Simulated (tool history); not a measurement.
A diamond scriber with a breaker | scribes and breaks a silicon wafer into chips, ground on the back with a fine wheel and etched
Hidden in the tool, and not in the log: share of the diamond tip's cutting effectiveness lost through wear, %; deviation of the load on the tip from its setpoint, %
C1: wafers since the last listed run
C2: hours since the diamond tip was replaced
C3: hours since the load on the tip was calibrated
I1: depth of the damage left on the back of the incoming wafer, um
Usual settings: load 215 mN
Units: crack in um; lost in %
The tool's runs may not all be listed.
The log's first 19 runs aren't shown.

run 20 hour=261.2 | load=215 | C1=22 C2=1052.7 C3=73.4 | I1=0.47 | crack=9.99 lost=1.34
run 21 hour=274 | load=215 | C1=27 C2=1065.5 C3=86.2 | I1=0.53 | crack=10.08 lost=1.23
run 22 hour=284.5 | load=157 | C1=22 C2=1076 C3=96.7 | I1=0.57 | crack=8.26 lost=6.63
run 23 hour=293.9 | load=243 | C1=20 C2=1085.4 C3=106.1 | I1=0.76 | crack=10.96 lost=1.88
run 24 hour=305 | load=185 | C1=24 C2=1096.5 C3=117.2 | I1=0.7 | crack=8.99 lost=2.3
run 25 hour=312.3 | load=215 | C1=15 C2=1103.8 C3=124.5 | I1=0.44 | crack=9.7 lost=1.21
run 26 hour=323.9 | load=166 | C1=25 C2=1115.4 C3=136.1 | I1=0.45 | crack=8.51 lost=4.46
run 27 hour=332.7 | load=215 | C1=19 C2=1124.2 C3=144.9 | I1=0.5 | crack=9.62 lost=1.35
run 28 hour=346.2 | load=215 | C1=29 C2=1137.7 C3=158.4 | I1=0.58 | crack=9.64 lost=1.24
run 29 hour=355.5 | load=237 | C1=20 C2=1147 C3=167.7 | I1=0.78 | crack=10.49 lost=1.66
run 30 hour=363.8 | load=254 | C1=18 C2=1155.3 C3=176 | I1=0.6 | crack=10.61 lost=2.69
run 31 hour=372.6 | load=158 | C1=19 C2=1164.1 C3=184.8 | I1=0.77 | crack=8.23 lost=6.19
run 32 hour=380.8 | load=193 | C1=17 C2=1172.3 C3=193 | I1=0.6 | crack=9.37 lost=2.1
-- hour=397.5 diamond tip replaced by a new one
run 33 hour=430.6 | load=164 | C1=104 C2=33.1 C3=242.8 | I1=0.33 | crack=8.19 lost=5.83
run 34 hour=437.3 | load=215 | C1=14 C2=39.8 C3=249.5 | I1=0.52 | crack=9.89 lost=1.2
run 35 hour=449.5 | load=276 | C1=26 C2=52 C3=261.7 | I1=0.57 | crack=11.59 lost=4.09
run 36 hour=466.3 | load=215 | C1=36 C2=68.8 C3=278.5 | I1=0.75 | crack=9.84 lost=1.25
run 37 hour=472.3 | load=179 | C1=13 C2=74.8 C3=284.5 | I1=0.46 | crack=8.84 lost=3.31
run 38 hour=480.9 | load=215 | C1=18 C2=83.4 C3=293.1 | I1=0.31 | crack=9.91 lost=1.35
run 39 hour=498.3 | load=198 | C1=37 C2=100.8 C3=310.5 | I1=0.46 | crack=9.44 lost=1.9
run 40 hour=505.5 | load=246 | C1=15 C2=108 C3=317.7 | I1=0.44 | crack=10.44 lost=1.83
run 41 hour=511.9 | load=277 | C1=13 C2=114.4 C3=324.1 | I1=0.35 | crack=11.42 lost=4.01
run 42 hour=519 | load=189 | C1=15 C2=121.5 C3=331.2 | I1=0.64 | crack=9.24 lost=2.74

Forecast each of these 4 alternatives for the next run:
run A hour=519.6 | load=177 | C1=1 C2=122.1 C3=331.8 | I1=0.72 | crack=? lost=?
run B hour=519.6 | load=234 | C1=1 C2=122.1 C3=331.8 | I1=0.72 | crack=? lost=?
run C hour=519.6 | load=167 | C1=1 C2=122.1 C3=331.8 | I1=0.72 | crack=? lost=?
run D hour=519.6 | load=192 | C1=1 C2=122.1 C3=331.8 | I1=0.72 | crack=? lost=?

run=A crack=8.91 lost=4.04
run=B crack=10.48 lost=1.43
run=C crack=8.62 lost=5.6
run=D crack=9.34 lost=2.41
Without the tool's hidden state the same runs would have given:
run=A crack=9.07 lost=3.35
run=B crack=10.67 lost=1.67
run=C crack=8.78 lost=4.73
run=D crack=9.5 lost=1.98
